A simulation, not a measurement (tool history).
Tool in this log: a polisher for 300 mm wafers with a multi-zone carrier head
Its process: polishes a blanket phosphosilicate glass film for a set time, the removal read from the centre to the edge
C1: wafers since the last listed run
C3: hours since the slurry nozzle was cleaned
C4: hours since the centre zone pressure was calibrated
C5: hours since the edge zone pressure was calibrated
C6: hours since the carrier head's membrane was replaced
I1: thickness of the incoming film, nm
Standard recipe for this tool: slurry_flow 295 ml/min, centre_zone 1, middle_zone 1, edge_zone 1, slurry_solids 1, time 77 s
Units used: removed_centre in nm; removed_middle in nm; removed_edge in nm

run 1 hour=0 | slurry_flow=295 centre_zone=1 middle_zone=0.97 edge_zone=1 slurry_solids=1 time=77 | C1=0 wafers_polished_on_this_pad=1211 C3=78.7 C4=310.7 C5=389 C6=573.9 | I1=4372.9 | removed_centre=630.1 removed_middle=640 removed_edge=660.7
run 2 hour=79.6 | slurry_flow=295 centre_zone=1 middle_zone=0.97 edge_zone=1 slurry_solids=1 time=77 | C1=556 wafers_polished_on_this_pad=1768 C3=158.3 C4=390.3 C5=468.6 C6=653.5 | I1=4398.4 | removed_centre=636.3 removed_middle=623.5 removed_edge=636
run 3 hour=116.8 | slurry_flow=295 centre_zone=1.09 middle_zone=1 edge_zone=1 slurry_solids=1 time=77 | C1=260 wafers_polished_on_this_pad=2028 C3=195.5 C4=427.5 C5=505.8 C6=690.7 | I1=4447.1 | removed_centre=682.3 removed_middle=659.7 removed_edge=638.5
run 4 hour=196.8 | slurry_flow=295 centre_zone=1 middle_zone=1 edge_zone=1 slurry_solids=1 time=77 | C1=559 wafers_polished_on_this_pad=2587 C3=275.5 C4=507.5 C5=585.8 C6=770.7 | I1=4455.5 | removed_centre=620.9 removed_middle=654 removed_edge=650.4
-- hour=265.7 worn pad replaced by a new one
-- hour=267.1 edge zone pressure recalibrated
run 5 hour=298.1 | slurry_flow=295 centre_zone=1 middle_zone=1 edge_zone=1 slurry_solids=1 time=77 | C1=670 wafers_polished_on_this_pad=217 C3=376.8 C4=608.8 C5=31 C6=872 | I1=4497.7 | removed_centre=631.2 removed_middle=641.8 removed_edge=652.2
run 6 hour=383.5 | slurry_flow=295 centre_zone=1 middle_zone=1 edge_zone=1 slurry_solids=0.85 time=83 | C1=597 wafers_polished_on_this_pad=814 C3=462.2 C4=694.2 C5=116.4 C6=957.4 | I1=4491.6 | removed_centre=605.8 removed_middle=608.8 removed_edge=611.8
-- hour=420.1 slurry nozzle cleaned
run 7 hour=477.5 | slurry_flow=295 centre_zone=1 middle_zone=1 edge_zone=1 slurry_solids=1 time=77 | C1=650 wafers_polished_on_this_pad=1464 C3=57.4 C4=788.2 C5=210.4 C6=1051.4 | I1=4382.8 | removed_centre=627.1 removed_middle=645.7 removed_edge=657.3
-- hour=697.7 worn pad replaced by a new one
run 8 hour=789.9 | slurry_flow=295 centre_zone=1 middle_zone=1 edge_zone=1 slurry_solids=1 time=77 | C1=2156 wafers_polished_on_this_pad=644 C3=369.8 C4=1100.6 C5=522.8 C6=1363.8 | I1=4504.6 | removed_centre=633.2 removed_middle=660.7 removed_edge=644.9
-- hour=844.1 carrier head's membrane replaced by a new one
run 9 hour=881.4 | slurry_flow=295 centre_zone=1 middle_zone=1.06 edge_zone=1 slurry_solids=1 time=52 | C1=604 wafers_polished_on_this_pad=1249 C3=461.3 C4=1192.1 C5=614.3 C6=37.3 | I1=4516.1 | removed_centre=430.1 removed_middle=461.1 removed_edge=440.8
-- hour=896.4 centre zone pressure recalibrated
-- hour=897.3 slurry nozzle cleaned
run 10 hour=922.7 | slurry_flow=295 centre_zone=1 middle_zone=1 edge_zone=1 slurry_solids=1 time=77 | C1=268 wafers_polished_on_this_pad=1518 C3=25.4 C4=26.3 C5=655.6 C6=78.6 | I1=4488.2 | removed_centre=620.8 removed_middle=653 removed_edge=649.3
-- hour=999.2 edge zone pressure recalibrated
run 11 hour=1011.7 | slurry_flow=295 centre_zone=1 middle_zone=1 edge_zone=1 slurry_solids=1 time=77 | C1=608 wafers_polished_on_this_pad=2126 C3=114.4 C4=115.3 C5=12.5 C6=167.6 | I1=4394.5 | removed_centre=619 removed_middle=649 removed_edge=652.2
run 12 hour=1076.1 | slurry_flow=255 centre_zone=1.08 middle_zone=0.9 edge_zone=1 slurry_solids=1 time=77 | C1=450 wafers_polished_on_this_pad=2576 C3=178.8 C4=179.7 C5=76.9 C6=232 | I1=4505.9 | removed_centre=667.3 removed_middle=578.7 removed_edge=644.8
-- hour=1088.8 worn pad replaced by a new one
run 13 hour=1127.2 | slurry_flow=295 centre_zone=1 middle_zone=1 edge_zone=1 slurry_solids=1 time=77 | C1=329 wafers_polished_on_this_pad=268 C3=229.9 C4=230.8 C5=128 C6=283.1 | I1=4497.4 | removed_centre=628.5 removed_middle=649.1 removed_edge=631.6
run 14 hour=1198.9 | slurry_flow=325 centre_zone=1 middle_zone=1 edge_zone=0.97 slurry_solids=0.85 time=86 | C1=501 wafers_polished_on_this_pad=769 C3=301.6 C4=302.5 C5=199.7 C6=354.8 | I1=4485.2 | removed_centre=622.7 removed_middle=631.6 removed_edge=636.3
run 15 hour=1306.9 | slurry_flow=295 centre_zone=1 middle_zone=1 edge_zone=1 slurry_solids=1 time=61 | C1=755 wafers_polished_on_this_pad=1524 C3=409.6 C4=410.5 C5=307.7 C6=462.8 | I1=4455.8 | removed_centre=492.8 removed_middle=518.5 removed_edge=521.9
-- hour=1362.8 slurry nozzle cleaned
run 16 hour=1363.3 | slurry_flow=295 centre_zone=0.95 middle_zone=1 edge_zone=0.94 slurry_solids=1.2 time=102 | C1=387 wafers_polished_on_this_pad=1912 C3=0.5 C4=466.9 C5=364.1 C6=519.2 | I1=4522.7 | removed_centre=897.5 removed_middle=968.3 removed_edge=944.2
run 17 hour=1471.9 | slurry_flow=295 centre_zone=0.9 middle_zone=1.07 edge_zone=0.88 slurry_solids=1 time=56 | C1=759 wafers_polished_on_this_pad=2671 C3=109.1 C4=575.5 C5=472.7 C6=627.8 | I1=4457.6 | removed_centre=417.2 removed_middle=503.5 removed_edge=448.9
-- hour=1522.5 worn pad replaced by a new one
run 18 hour=1545.8 | slurry_flow=295 centre_zone=1 middle_zone=1 edge_zone=1 slurry_solids=1 time=77 | C1=488 wafers_polished_on_this_pad=162 C3=183 C4=649.4 C5=546.6 C6=701.7 | I1=4482.3 | removed_centre=634.2 removed_middle=643.3 removed_edge=649
run 19 hour=1640.1 | slurry_flow=295 centre_zone=1.08 middle_zone=1.11 edge_zone=1.05 slurry_solids=1 time=93 | C1=659 wafers_polished_on_this_pad=822 C3=277.3 C4=743.7 C5=640.9 C6=796 | I1=4412 | removed_centre=825.2 removed_middle=864.2 removed_edge=798.4
run 20 hour=1698.4 | slurry_flow=205 centre_zone=1 middle_zone=1 edge_zone=1.1 slurry_solids=0.85 time=51 | C1=407 wafers_polished_on_this_pad=1229 C3=335.6 C4=802 C5=699.2 C6=854.3 | I1=4440.5 | removed_centre=347.7 removed_middle=354.2 removed_edge=390.2

What if the next run were any one of these 5? Each begins from the tool's condition after run 20:
run A hour=1698.8 | slurry_flow=295 centre_zone=1 middle_zone=1 edge_zone=0.91 slurry_solids=1 time=77 | C1=2 wafers_polished_on_this_pad=1232 C3=336 C4=802.4 C5=699.6 C6=854.7 | I1=4377.1 | removed_centre=? removed_middle=? removed_edge=?
run B hour=1698.8 | slurry_flow=295 centre_zone=1 middle_zone=0.93 edge_zone=1 slurry_solids=0.9 time=77 | C1=2 wafers_polished_on_this_pad=1232 C3=336 C4=802.4 C5=699.6 C6=854.7 | I1=4377.1 | removed_centre=? removed_middle=? removed_edge=?
run C hour=1698.8 | slurry_flow=295 centre_zone=1 middle_zone=1.09 edge_zone=1 slurry_solids=1 time=77 | C1=2 wafers_polished_on_this_pad=1232 C3=336 C4=802.4 C5=699.6 C6=854.7 | I1=4377.1 | removed_centre=? removed_middle=? removed_edge=?
run D hour=1698.8 | slurry_flow=250 centre_zone=1 middle_zone=1 edge_zone=1 slurry_solids=1.15 time=77 | C1=2 wafers_polished_on_this_pad=1232 C3=336 C4=802.4 C5=699.6 C6=854.7 | I1=4377.1 | removed_centre=? removed_middle=? removed_edge=?
run E hour=1698.8 | slurry_flow=295 centre_zone=0.97 middle_zone=1.08 edge_zone=0.91 slurry_solids=1.25 time=77 | C1=2 wafers_polished_on_this_pad=1232 C3=336 C4=802.4 C5=699.6 C6=854.7 | I1=4377.1 | removed_centre=? removed_middle=? removed_edge=?

run=A removed_centre=621.4 removed_middle=652.9 removed_edge=619.7
run=B removed_centre=570.5 removed_middle=564.2 removed_edge=595.6
run=C removed_centre=621.8 removed_middle=702.4 removed_edge=647.1
run=D removed_centre=667.6 removed_middle=702.8 removed_edge=700.9
run=E removed_centre=696.2 removed_middle=802.9 removed_edge=713
With the hidden condition removed and each run's random variation left untouched, the same runs would have given:
run=A removed_centre=621.4 removed_middle=652.9 removed_edge=619.7
run=B removed_centre=570.5 removed_middle=564.2 removed_edge=595.6
run=C removed_centre=621.8 removed_middle=702.4 removed_edge=647.1
run=D removed_centre=667.6 removed_middle=702.8 removed_edge=700.9
run=E removed_centre=696.2 removed_middle=802.9 removed_edge=713

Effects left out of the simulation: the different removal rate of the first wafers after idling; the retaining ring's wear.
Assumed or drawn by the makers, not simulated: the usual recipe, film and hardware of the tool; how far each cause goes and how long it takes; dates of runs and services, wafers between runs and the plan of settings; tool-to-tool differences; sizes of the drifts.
